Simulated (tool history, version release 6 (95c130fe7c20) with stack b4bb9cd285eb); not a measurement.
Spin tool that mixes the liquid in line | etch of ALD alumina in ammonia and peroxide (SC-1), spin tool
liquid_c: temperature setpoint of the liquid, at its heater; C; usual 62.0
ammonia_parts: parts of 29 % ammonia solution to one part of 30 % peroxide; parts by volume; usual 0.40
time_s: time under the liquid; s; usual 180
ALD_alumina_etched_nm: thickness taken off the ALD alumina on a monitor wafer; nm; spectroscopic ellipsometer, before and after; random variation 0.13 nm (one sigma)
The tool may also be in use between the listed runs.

run	hour	liquid_c	ammonia_parts	time_s	read-back film thickness of the ALD alumina reference wafer, read on the same gauge (nm)	ALD_alumina_etched_nm
1	0.0	62.0	0.40	180	140.01	18.09
2	27.5	62.0	0.55	180	140.01	19.04
# hour 30.8: heated supply line repaired
3	85.0	62.0	0.40	180	140.01	19.74
4	133.0	62.0	0.40	180	139.98	19.53
5	179.8	62.0	0.40	245	139.99	26.56
6	223.7	62.0	0.40	245	140.00	26.38
7	287.9	62.0	0.40	225	139.99	24.42
8	319.1	62.0	0.40	225	139.96	24.01
# hour 355.2: new drum of ammonia solution connected
9	386.4	62.0	0.40	225	139.97	24.07
10	574.2	62.0	0.40	180	140.02	18.80
# hour 614.6: thermometer replaced
11	620.0	70.0	0.25	150	139.99	22.27
12	645.6	62.0	0.55	135	140.01	14.38
# hour 676.2: gauge calibrated
13	715.4	68.5	0.60	210	140.02	31.23
14	741.0	62.0	0.40	245	140.00	25.06
# hour 779.4: ammonia flow meter replaced
15	785.7	62.0	0.40	255	139.99	25.73
# hour 816.0: heated supply line repaired
16	846.6	55.0	0.60	210	140.00	16.77
17	915.1	58.5	0.30	180	139.99	15.76
18	958.4	62.0	0.40	180	139.99	19.70
19	996.8	62.0	0.40	180	140.02	19.59
20	1058.5	56.0	0.20	180	140.04	13.30

4 ways to go on from here, each from the tool as it stands after run 20. What would each give?
A	1059.0	62.0	0.25	180	?	?
B	1059.0	55.5	0.20	180	?	?
C	1059.0	62.0	0.40	145	?	?
D	1059.0	53.5	0.50	180	?	?

run	read-back film thickness of the ALD alumina reference wafer, read on the same gauge (nm)	ALD_alumina_etched_nm
A	140.01	18.47
B	140.01	12.89
C	140.01	15.56
D	140.01	12.64
Without the tool's hidden state the same runs would have given:
run	ALD_alumina_etched_nm
A	19.01
B	13.29
C	16.01
D	13.03

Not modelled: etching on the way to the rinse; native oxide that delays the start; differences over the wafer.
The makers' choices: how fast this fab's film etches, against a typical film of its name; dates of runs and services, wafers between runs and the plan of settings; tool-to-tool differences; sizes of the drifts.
